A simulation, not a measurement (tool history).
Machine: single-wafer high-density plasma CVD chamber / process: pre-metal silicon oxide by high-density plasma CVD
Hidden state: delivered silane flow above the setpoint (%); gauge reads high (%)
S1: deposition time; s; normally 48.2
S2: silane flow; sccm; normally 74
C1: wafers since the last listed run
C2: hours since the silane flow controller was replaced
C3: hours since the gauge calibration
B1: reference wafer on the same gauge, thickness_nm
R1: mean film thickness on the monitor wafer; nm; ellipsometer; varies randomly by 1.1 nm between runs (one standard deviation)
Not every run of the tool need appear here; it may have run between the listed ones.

Run 1, hour 0.0: usual settings; C1 0; C2 3191.2; C3 659.1; B1 287.014. Result: R1 359.294 nm.
Run 2, hour 54.7: usual settings; C1 1832; C2 3245.9; C3 713.8; B1 286.768. Result: R1 361.860 nm.
Run 3, hour 117.4: usual settings but S1 41.0 s; C1 2101; C2 3308.6; C3 776.5; B1 287.167. Result: R1 305.165 nm.
Run 4, hour 162.7: usual settings but S1 41.0 s; C1 1517; C2 3353.9; C3 821.8; B1 287.292. Result: R1 306.307 nm.
At hour 163.1: gauge calibrated.
Run 5, hour 205.6: usual settings; C1 1437; C2 3396.8; C3 42.5; B1 287.213. Result: R1 362.714 nm.
Run 6, hour 309.4: usual settings; C1 3478; C2 3500.6; C3 146.3; B1 287.371. Result: R1 363.102 nm.
Run 7, hour 368.5: usual settings; C1 1980; C2 3559.7; C3 205.4; B1 286.731. Result: R1 361.909 nm.
Run 8, hour 460.6: usual settings; C1 3086; C2 3651.8; C3 297.5; B1 287.329. Result: R1 364.820 nm.
At hour 536.3: silane flow controller replaced.
Run 9, hour 563.9: usual settings but S1 42.7 s, S2 65 sccm; C1 3193; C2 27.6; C3 400.8; B1 287.416. Result: R1 277.640 nm.
Run 10, hour 618.8: usual settings but S2 83 sccm; C1 1839; C2 82.5; C3 455.7; B1 287.165. Result: R1 394.651 nm.
Run 11, hour 692.6: usual settings but S2 83 sccm; C1 2472; C2 156.3; C3 529.5; B1 287.179. Result: R1 397.251 nm.
Run 12, hour 773.5: usual settings; C1 2710; C2 237.2; C3 610.4; B1 287.053. Result: R1 353.043 nm.
Run 13, hour 868.7: usual settings but S1 42.4 s, S2 61 sccm; C1 3190; C2 332.4; C3 705.6; B1 286.804. Result: R1 261.079 nm.
At hour 950.5: gauge calibrated.
Run 14, hour 954.5: usual settings but S1 41.6 s, S2 88 sccm; C1 2875; C2 418.2; C3 4.0; B1 287.434. Result: R1 360.587 nm.
Run 15, hour 1016.3: usual settings but S1 45.3 s; C1 2070; C2 480.0; C3 65.8; B1 286.899. Result: R1 333.943 nm.
Run 16, hour 1058.1: usual settings but S1 43.9 s; C1 1400; C2 521.8; C3 107.6; B1 287.193. Result: R1 324.605 nm.
Run 17, hour 1140.2: usual settings but S1 41.6 s, S2 88 sccm; C1 2751; C2 603.9; C3 189.7; B1 287.390. Result: R1 362.145 nm.
Run 18, hour 1183.5: usual settings; C1 1450; C2 647.2; C3 233.0; B1 287.118. Result: R1 355.565 nm.
Run 19, hour 1225.4: usual settings but S1 40.3 s, S2 68 sccm; C1 1404; C2 689.1; C3 274.9; B1 286.927. Result: R1 274.906 nm.
Run 20, hour 1299.3: usual settings but S1 40.1 s; C1 2476; C2 763.0; C3 348.8; B1 287.170. Result: R1 295.517 nm.
Run 21, hour 1363.1: usual settings but S1 44.3 s, S2 78 sccm; C1 2137; C2 826.8; C3 412.6; B1 287.080. Result: R1 346.215 nm.
Run 22, hour 1464.1: usual settings; C1 3384; C2 927.8; C3 513.6; B1 287.154. Result: R1 354.709 nm.
Run 23, hour 1509.9: usual settings but S1 52.8 s, S2 86 sccm; C1 1534; C2 973.6; C3 559.4; B1 287.337. Result: R1 449.440 nm.
Run 24, hour 1565.6: usual settings but S2 70 sccm; C1 1866; C2 1029.3; C3 615.1; B1 286.822. Result: R1 337.731 nm.

Branching from run 24: 3 alternative next runs. What would each branch give?
Run A, hour 1566.0: usual settings; C1 13; C2 1029.7; C3 615.5; B1 ?. Result: R1 ?.
Run B, hour 1566.0: usual settings but S1 43.4 s, S2 61 sccm; C1 13; C2 1029.7; C3 615.5; B1 ?. Result: R1 ?.
Run C, hour 1566.0: usual settings but S1 55.6 s, S2 85 sccm; C1 13; C2 1029.7; C3 615.5; B1 ?. Result: R1 ?.

run       B1       R1
  A  287.127  356.069
  B  287.127  267.896
  C  287.127  467.877
With the hidden condition removed and each run's random variation left untouched, the same runs would have given:
run       R1
  A  349.211
  B  262.736
  C  458.865
